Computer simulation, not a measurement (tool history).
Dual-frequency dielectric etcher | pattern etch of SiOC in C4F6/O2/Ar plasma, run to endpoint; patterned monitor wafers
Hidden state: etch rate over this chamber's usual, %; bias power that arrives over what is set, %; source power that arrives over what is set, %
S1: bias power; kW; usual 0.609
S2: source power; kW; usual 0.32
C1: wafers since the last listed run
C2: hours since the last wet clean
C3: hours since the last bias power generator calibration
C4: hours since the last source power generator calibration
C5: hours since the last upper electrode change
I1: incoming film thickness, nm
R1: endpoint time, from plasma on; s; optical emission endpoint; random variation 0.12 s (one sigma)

run,hour,S1,S2,C1,C2,C3,C4,C5,I1,R1
1,0,0.609,0.32,0,45.2,1945.7,2440,1837.4,46.42,16.2
2,46.2,0.609,0.32,513,91.4,1991.9,2486.2,1883.6,47.06,16.5
3,135.6,0.726,0.27,993,180.8,2081.3,2575.6,1973,46.24,16.6
4,183,0.726,0.27,526,228.2,2128.7,2623,2020.4,46.46,16.7
5,245.6,0.609,0.32,695,290.8,2191.3,2685.6,2083,46.84,16.4
6,361.2,0.573,0.29,1285,406.4,2306.9,2801.2,2198.6,46.48,17.4
7,444.1,0.609,0.32,921,489.3,2389.8,2884.1,2281.5,47.06,17.2
# hour 495.3: wet clean of the chamber
8,516.5,0.609,0.32,538,21.2,2462.2,2956.5,2353.9,46.58,15.1
9,595.6,0.609,0.32,879,100.3,2541.3,3035.6,2433,46.88,15.6
10,838.7,0.609,0.32,2702,343.4,2784.4,3278.7,2676.1,46.14,15.3
# hour 849.2: source power generator calibrated
11,907.3,0.609,0.32,718,412,2853,58.1,2744.7,46.88,15.9
12,994.6,0.609,0.32,970,499.3,2940.3,145.4,2832,46.4,15.5
# hour 1044.2: wet clean of the chamber, repeated, since the last time left the tool worse
13,1100.3,0.609,0.32,908,56.1,3046,251.1,2937.7,46.79,16.5
14,1141.6,0.504,0.32,459,97.4,3087.3,292.4,2979,47.09,17.2
15,1186.1,0.504,0.32,494,141.9,3131.8,336.9,3023.5,46.9,17.2
16,1271.9,0.499,0.32,953,227.7,3217.6,422.7,3109.3,46.33,17.5
17,1339.7,0.734,0.32,753,295.5,3285.4,490.5,3177.1,46.7,15.7
18,1423.8,0.478,0.26,935,379.6,3369.5,574.6,3261.2,46.6,18.9
19,1518.8,0.609,0.36,1056,474.6,3464.5,669.6,3356.2,46.96,16.4
# hour 1557.1: bias power generator calibrated
# hour 1597.7: wet clean of the chamber
20,1618.6,0.609,0.28,798,20.9,61.5,769.4,3456,46.47,17.2
21,1695.9,0.609,0.38,859,98.2,138.8,846.7,3533.3,46.58,15.4
# hour 1740.3: upper electrode replaced
22,1761.7,0.609,0.25,464,164,204.6,912.5,21.4,46.76,18.2
23,1818.4,0.532,0.35,630,220.7,261.3,969.2,78.1,46.45,16.6
24,1858.2,0.609,0.32,442,260.5,301.1,1009,117.9,46.65,16.6
25,1948,0.497,0.32,998,350.3,390.9,1098.8,207.7,46.62,17.5
26,2013.9,0.564,0.39,732,416.2,456.8,1164.7,273.6,46.65,15.9
27,2084.5,0.609,0.32,784,486.8,527.4,1235.3,344.2,46.65,16.9
28,2174.5,0.609,0.32,1000,576.8,617.4,1325.3,434.2,46.49,17.3
# hour 2253.1: wet clean of the chamber
29,2253.6,0.609,0.32,612,0.5,696.5,1404.4,513.3,46.63,16
30,2337.5,0.556,0.25,932,84.4,780.4,1488.3,597.2,46.83,18.4
31,2380.9,0.609,0.32,482,127.8,823.8,1531.7,640.6,47.04,16.6
32,2432.6,0.466,0.24,574,179.5,875.5,1583.4,692.3,46.53,19.5

Forecast each of these 3 alternatives for the next run:
A,2433,0.609,0.4,4,179.9,875.9,1583.8,692.7,46.44,?
B,2433,0.609,0.34,4,179.9,875.9,1583.8,692.7,46.44,?
C,2433,0.46,0.37,4,179.9,875.9,1583.8,692.7,46.44,?

run,R1
A,15
B,15.9
C,16.5
Without the tool's hidden state the same runs would have given:
run,R1
A,14.8
B,15.7
C,16.3
